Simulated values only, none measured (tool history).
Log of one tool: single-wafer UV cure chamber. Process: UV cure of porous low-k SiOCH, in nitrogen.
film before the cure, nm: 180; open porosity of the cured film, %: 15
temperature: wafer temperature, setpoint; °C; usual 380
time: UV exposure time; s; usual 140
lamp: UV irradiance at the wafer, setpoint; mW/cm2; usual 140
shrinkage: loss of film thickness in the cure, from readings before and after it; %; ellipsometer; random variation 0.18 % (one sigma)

| run | day | temperature | time | lamp | shrinkage |
|---|---|---|---|---|---|
| 1 | 0.000 | 380 | 140 | 140 | 10.062 |
|  | 1.746 | quartz window cleaned |
| 2 | 2.446 | 380 | 140 | 140 | 10.646 |
| 3 | 5.408 | 380 | 140 | 140 | 10.254 |
| 4 | 8.079 | 380 | 140 | 140 | 10.126 |
|  | 10.433 | UV bulbs replaced |
| 5 | 17.912 | 373 | 140 | 148 | 9.762 |
|  | 20.550 | quartz window cleaned |
| 6 | 21.096 | 373 | 140 | 148 | 10.987 |
| 7 | 25.529 | 373 | 140 | 148 | 10.549 |
| 8 | 28.875 | 380 | 140 | 140 | 10.026 |
| 9 | 32.171 | 380 | 140 | 140 | 9.919 |
| 10 | 34.146 | 380 | 140 | 140 | 10.122 |
| 11 | 37.892 | 380 | 140 | 140 | 10.113 |
|  | 40.112 | quartz window cleaned |
| 12 | 40.588 | 380 | 140 | 140 | 10.847 |
| 13 | 44.108 | 380 | 140 | 140 | 10.550 |
| 14 | 47.379 | 380 | 180 | 140 | 11.210 |
| 15 | 50.762 | 399 | 75 | 121 | 6.863 |
| 16 | 53.775 | 396 | 95 | 140 | 8.427 |
| 17 | 57.371 | 361 | 65 | 103 | 5.069 |
|  | 59.596 | quartz window cleaned |
| 18 | 59.871 | 368 | 140 | 118 | 9.781 |
| 19 | 63.821 | 391 | 85 | 140 | 8.251 |
|  | 66.929 | UV bulbs replaced |
| 20 | 67.850 | 392 | 140 | 140 | 10.003 |
| 21 | 70.550 | 364 | 75 | 140 | 6.929 |
| 22 | 73.929 | 380 | 140 | 140 | 9.723 |
|  | 75.625 | quartz window cleaned |
| 23 | 77.412 | 388 | 65 | 140 | 7.461 |
| 24 | 81.200 | 391 | 200 | 115 | 11.018 |
| 25 | 84.029 | 368 | 140 | 118 | 9.084 |
| 26 | 88.371 | 380 | 140 | 140 | 10.165 |
| 27 | 91.088 | 380 | 140 | 140 | 9.954 |

3 ways to go on from here, each from the tool as it stands after run 27. What would each give?
| A | 91.104 | 380 | 140 | 109 | ? |
| B | 91.104 | 368 | 165 | 113 | ? |
| C | 91.104 | 395 | 140 | 140 | ? |

| run | shrinkage |
|---|---|
| A | 8.678 |
| B | 9.314 |
| C | 10.005 |
Without the tool's hidden state the same runs would have given:
| run | shrinkage |
|---|---|
| A | 9.663 |
| B | 10.321 |
| C | 11.034 |

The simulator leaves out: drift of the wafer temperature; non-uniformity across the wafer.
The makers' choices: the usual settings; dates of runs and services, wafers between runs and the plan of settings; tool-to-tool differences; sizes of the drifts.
